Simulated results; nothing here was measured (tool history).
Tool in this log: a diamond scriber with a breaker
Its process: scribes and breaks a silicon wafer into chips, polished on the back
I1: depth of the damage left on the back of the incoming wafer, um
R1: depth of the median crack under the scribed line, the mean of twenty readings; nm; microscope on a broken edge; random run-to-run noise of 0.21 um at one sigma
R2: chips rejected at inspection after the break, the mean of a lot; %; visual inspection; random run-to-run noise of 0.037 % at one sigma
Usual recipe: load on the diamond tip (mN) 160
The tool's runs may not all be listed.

run 1 hour=0.0 | load_on_the_diamond_tip_(mN)=160 | I1=0.04 | R1=12330 R2=0.58
run 2 hour=25.5 | load_on_the_diamond_tip_(mN)=160 | I1=0.05 | R1=12340 R2=0.60
run 3 hour=97.1 | load_on_the_diamond_tip_(mN)=160 | I1=0.03 | R1=12130 R2=0.69
run 4 hour=152.0 | load_on_the_diamond_tip_(mN)=160 | I1=0.01 | R1=12040 R2=1.02
run 5 hour=190.8 | load_on_the_diamond_tip_(mN)=160 | I1=0.01 | R1=11800 R2=1.33
run 6 hour=282.5 | load_on_the_diamond_tip_(mN)=160 | I1=0.02 | R1=10800 R2=2.70
run 7 hour=318.0 | load_on_the_diamond_tip_(mN)=160 | I1=0.02 | R1=10890 R2=3.74
run 8 hour=356.1 | load_on_the_diamond_tip_(mN)=160 | I1=0.04 | R1=10390 R2=5.80
run 9 hour=394.9 | load_on_the_diamond_tip_(mN)=160 | I1=0.01 | R1=10440 R2=7.28
-- hour=402.2 diamond tip replaced by a new one
run 10 hour=462.3 | load_on_the_diamond_tip_(mN)=187 | I1=0.04 | R1=14520 R2=4.86
run 11 hour=514.6 | load_on_the_diamond_tip_(mN)=160 | I1=0.04 | R1=12360 R2=0.50
-- hour=521.7 load on the tip recalibrated
run 12 hour=571.5 | load_on_the_diamond_tip_(mN)=160 | I1=0.01 | R1=11850 R2=0.60
run 13 hour=620.0 | load_on_the_diamond_tip_(mN)=160 | I1=0.05 | R1=12150 R2=0.85
run 14 hour=661.3 | load_on_the_diamond_tip_(mN)=121 | I1=0.02 | R1=8050 R2=32.03
run 15 hour=720.0 | load_on_the_diamond_tip_(mN)=197 | I1=0.03 | R1=14250 R2=5.15
run 16 hour=754.4 | load_on_the_diamond_tip_(mN)=160 | I1=0.03 | R1=11360 R2=2.40
run 17 hour=782.2 | load_on_the_diamond_tip_(mN)=185 | I1=0.02 | R1=13260 R2=1.01
run 18 hour=892.6 | load_on_the_diamond_tip_(mN)=194 | I1=0.01 | R1=12620 R2=0.50
-- hour=937.9 diamond tip replaced by a new one
run 19 hour=977.1 | load_on_the_diamond_tip_(mN)=160 | I1=0.03 | R1=12320 R2=0.58
run 20 hour=1040.7 | load_on_the_diamond_tip_(mN)=181 | I1=0.04 | R1=13840 R2=3.72
run 21 hour=1143.0 | load_on_the_diamond_tip_(mN)=136 | I1=0.01 | R1=9750 R2=11.88
run 22 hour=1205.3 | load_on_the_diamond_tip_(mN)=160 | I1=0.04 | R1=11810 R2=1.48
run 23 hour=1231.4 | load_on_the_diamond_tip_(mN)=112 | I1=0.04 | R1=6930 R2=47.57
run 24 hour=1268.2 | load_on_the_diamond_tip_(mN)=175 | I1=0.03 | R1=12710 R2=0.45
run 25 hour=1297.7 | load_on_the_diamond_tip_(mN)=160 | I1=0.04 | R1=11040 R2=3.24
run 26 hour=1352.2 | load_on_the_diamond_tip_(mN)=205 | I1=0.01 | R1=14220 R2=3.63
run 27 hour=1385.6 | load_on_the_diamond_tip_(mN)=146 | I1=0.04 | R1=9210 R2=15.28

Selected run-to-run steps in R1, each split into two signed amounts: the part the tool would show with no hidden state at all (from settings, incoming material and random variation), and the remainder, which goes to the hidden state together with any gauge scatter not common to the measured and the hidden-state-free results:
Hidden state present: share of the diamond tip's cutting effectiveness lost through wear, %; deviation of the load on the tip from its setpoint, %.
Run 9 -> 10: load on the diamond tip (mN) 160 -> 187, diamond tip replaced by a new one. R1 +4080 nm: hidden state +1890, all else +2190.
Run 14 -> 15: load on the diamond tip (mN) 121 -> 197. R1 +6200 nm: hidden state -720, all else +6920.
Run 18 -> 19: load on the diamond tip (mN) 194 -> 160, diamond tip replaced by a new one. R1 -300 nm: hidden state +2510, all else -2810.
Run 23 -> 24: load on the diamond tip (mN) 112 -> 175. R1 +5780 nm: hidden state -680, all else +6460.

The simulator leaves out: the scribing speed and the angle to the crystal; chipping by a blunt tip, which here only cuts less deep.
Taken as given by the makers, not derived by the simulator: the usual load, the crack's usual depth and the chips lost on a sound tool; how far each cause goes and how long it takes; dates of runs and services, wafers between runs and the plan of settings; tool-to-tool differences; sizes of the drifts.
